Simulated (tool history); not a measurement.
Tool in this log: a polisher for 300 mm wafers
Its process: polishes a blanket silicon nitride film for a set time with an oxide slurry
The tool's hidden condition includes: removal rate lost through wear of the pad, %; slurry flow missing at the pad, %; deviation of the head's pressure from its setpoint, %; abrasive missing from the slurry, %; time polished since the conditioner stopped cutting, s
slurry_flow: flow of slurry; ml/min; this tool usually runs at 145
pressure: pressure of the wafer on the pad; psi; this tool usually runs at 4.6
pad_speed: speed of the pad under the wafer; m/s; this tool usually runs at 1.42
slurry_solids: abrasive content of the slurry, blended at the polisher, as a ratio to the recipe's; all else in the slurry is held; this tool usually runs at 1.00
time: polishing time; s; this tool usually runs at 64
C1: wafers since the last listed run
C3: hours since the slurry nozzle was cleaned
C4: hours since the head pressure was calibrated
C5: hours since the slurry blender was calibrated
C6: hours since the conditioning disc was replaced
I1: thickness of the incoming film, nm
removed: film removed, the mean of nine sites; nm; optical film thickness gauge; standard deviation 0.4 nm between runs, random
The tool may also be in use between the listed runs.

{"run": 1, "hour": 0.0, "slurry_flow": 145, "pressure": 4.6, "pad_speed": 1.42, "slurry_solids": 1.0, "time": 64, "C1": 0, "wafers polished on this pad": 185, "C3": 211.2, "C4": 807.3, "C5": 82.2, "C6": 248.0, "I1": 455.5, "removed": 61.2}
{"run": 2, "hour": 18.0, "slurry_flow": 145, "pressure": 4.0, "pad_speed": 1.42, "slurry_solids": 1.0, "time": 64, "C1": 116, "wafers polished on this pad": 302, "C3": 229.2, "C4": 825.3, "C5": 100.2, "C6": 266.0, "I1": 462.6, "removed": 53.2}
{"hour": 50.3, "done": "worn pad replaced by a new one"}
{"run": 3, "hour": 51.7, "slurry_flow": 145, "pressure": 4.0, "pad_speed": 1.42, "slurry_solids": 1.0, "time": 64, "C1": 192, "wafers polished on this pad": 9, "C3": 262.9, "C4": 859.0, "C5": 133.9, "C6": 299.7, "I1": 458.6, "removed": 53.5}
{"run": 4, "hour": 81.9, "slurry_flow": 155, "pressure": 4.6, "pad_speed": 1.42, "slurry_solids": 1.0, "time": 64, "C1": 195, "wafers polished on this pad": 204, "C3": 293.1, "C4": 889.2, "C5": 164.1, "C6": 329.9, "I1": 458.4, "removed": 61.9}
{"run": 5, "hour": 97.2, "slurry_flow": 155, "pressure": 4.6, "pad_speed": 1.42, "slurry_solids": 1.0, "time": 64, "C1": 98, "wafers polished on this pad": 303, "C3": 308.4, "C4": 904.5, "C5": 179.4, "C6": 345.2, "I1": 457.3, "removed": 62.4}
{"hour": 104.0, "done": "slurry blender recalibrated"}
{"hour": 126.8, "done": "worn pad replaced by a new one"}
{"run": 6, "hour": 129.6, "slurry_flow": 145, "pressure": 4.6, "pad_speed": 1.42, "slurry_solids": 1.0, "time": 64, "C1": 170, "wafers polished on this pad": 17, "C3": 340.8, "C4": 936.9, "C5": 25.6, "C6": 377.6, "I1": 467.8, "removed": 61.7}
{"run": 7, "hour": 152.6, "slurry_flow": 145, "pressure": 4.6, "pad_speed": 1.42, "slurry_solids": 1.0, "time": 64, "C1": 148, "wafers polished on this pad": 166, "C3": 363.8, "C4": 959.9, "C5": 48.6, "C6": 400.6, "I1": 452.1, "removed": 61.5}
{"hour": 165.4, "done": "conditioning disc replaced and pad reconditioned"}
{"hour": 220.4, "done": "worn pad replaced by a new one"}
{"hour": 220.8, "done": "slurry nozzle cleaned"}
{"run": 8, "hour": 247.9, "slurry_flow": 145, "pressure": 4.6, "pad_speed": 1.42, "slurry_solids": 1.15, "time": 57, "C1": 574, "wafers polished on this pad": 175, "C3": 27.1, "C4": 1055.2, "C5": 143.9, "C6": 82.5, "I1": 455.0, "removed": 57.5}
{"run": 9, "hour": 263.7, "slurry_flow": 105, "pressure": 3.2, "pad_speed": 1.26, "slurry_solids": 1.0, "time": 43, "C1": 102, "wafers polished on this pad": 277, "C3": 42.9, "C4": 1071.0, "C5": 159.7, "C6": 98.3, "I1": 457.9, "removed": 25.4}
{"hour": 286.3, "done": "head pressure recalibrated"}
{"run": 10, "hour": 297.1, "slurry_flow": 145, "pressure": 5.2, "pad_speed": 1.0, "slurry_solids": 1.0, "time": 64, "C1": 203, "wafers polished on this pad": 480, "C3": 76.3, "C4": 10.8, "C5": 193.1, "C6": 131.7, "I1": 463.2, "removed": 56.7}
{"hour": 317.1, "done": "slurry blender recalibrated"}
{"hour": 317.8, "done": "worn pad replaced by a new one"}
{"run": 11, "hour": 325.4, "slurry_flow": 105, "pressure": 4.6, "pad_speed": 1.76, "slurry_solids": 1.0, "time": 64, "C1": 165, "wafers polished on this pad": 49, "C3": 104.6, "C4": 39.1, "C5": 8.3, "C6": 160.0, "I1": 456.0, "removed": 64.7}
{"run": 12, "hour": 354.7, "slurry_flow": 145, "pressure": 4.0, "pad_speed": 1.12, "slurry_solids": 1.0, "time": 64, "C1": 189, "wafers polished on this pad": 238, "C3": 133.9, "C4": 68.4, "C5": 37.6, "C6": 189.3, "I1": 461.2, "removed": 46.0}
{"run": 13, "hour": 367.4, "slurry_flow": 115, "pressure": 4.6, "pad_speed": 1.42, "slurry_solids": 0.8, "time": 57, "C1": 82, "wafers polished on this pad": 320, "C3": 146.6, "C4": 81.1, "C5": 50.3, "C6": 202.0, "I1": 462.1, "removed": 47.6}
{"run": 14, "hour": 387.9, "slurry_flow": 120, "pressure": 3.1, "pad_speed": 0.94, "slurry_solids": 1.0, "time": 64, "C1": 132, "wafers polished on this pad": 453, "C3": 167.1, "C4": 101.6, "C5": 70.8, "C6": 222.5, "I1": 465.7, "removed": 31.9}
{"hour": 397.3, "done": "worn pad replaced by a new one"}
{"run": 15, "hour": 410.3, "slurry_flow": 145, "pressure": 4.6, "pad_speed": 1.42, "slurry_solids": 1.0, "time": 64, "C1": 119, "wafers polished on this pad": 84, "C3": 189.5, "C4": 124.0, "C5": 93.2, "C6": 244.9, "I1": 459.2, "removed": 62.2}

Alternative continuations, all from the tool just after run 15; predict every row:
{"run": "A", "hour": 410.7, "slurry_flow": 145, "pressure": 4.6, "pad_speed": 1.42, "slurry_solids": 1.25, "time": 64, "C1": 2, "wafers polished on this pad": 86, "C3": 189.9, "C4": 124.4, "C5": 93.6, "C6": 245.3, "I1": 461.4, "removed": "?"}
{"run": "B", "hour": 410.7, "slurry_flow": 120, "pressure": 4.6, "pad_speed": 1.64, "slurry_solids": 1.3, "time": 64, "C1": 2, "wafers polished on this pad": 86, "C3": 189.9, "C4": 124.4, "C5": 93.6, "C6": 245.3, "I1": 461.4, "removed": "?"}
{"run": "C", "hour": 410.7, "slurry_flow": 130, "pressure": 4.6, "pad_speed": 1.42, "slurry_solids": 1.0, "time": 85, "C1": 2, "wafers polished on this pad": 86, "C3": 189.9, "C4": 124.4, "C5": 93.6, "C6": 245.3, "I1": 461.4, "removed": "?"}

run=A removed=67.6
run=B removed=72.2
run=C removed=80.6
Without the tool's unlogged condition, the same runs would have read:
run=A removed=67.6
run=B removed=72.2
run=C removed=80.6

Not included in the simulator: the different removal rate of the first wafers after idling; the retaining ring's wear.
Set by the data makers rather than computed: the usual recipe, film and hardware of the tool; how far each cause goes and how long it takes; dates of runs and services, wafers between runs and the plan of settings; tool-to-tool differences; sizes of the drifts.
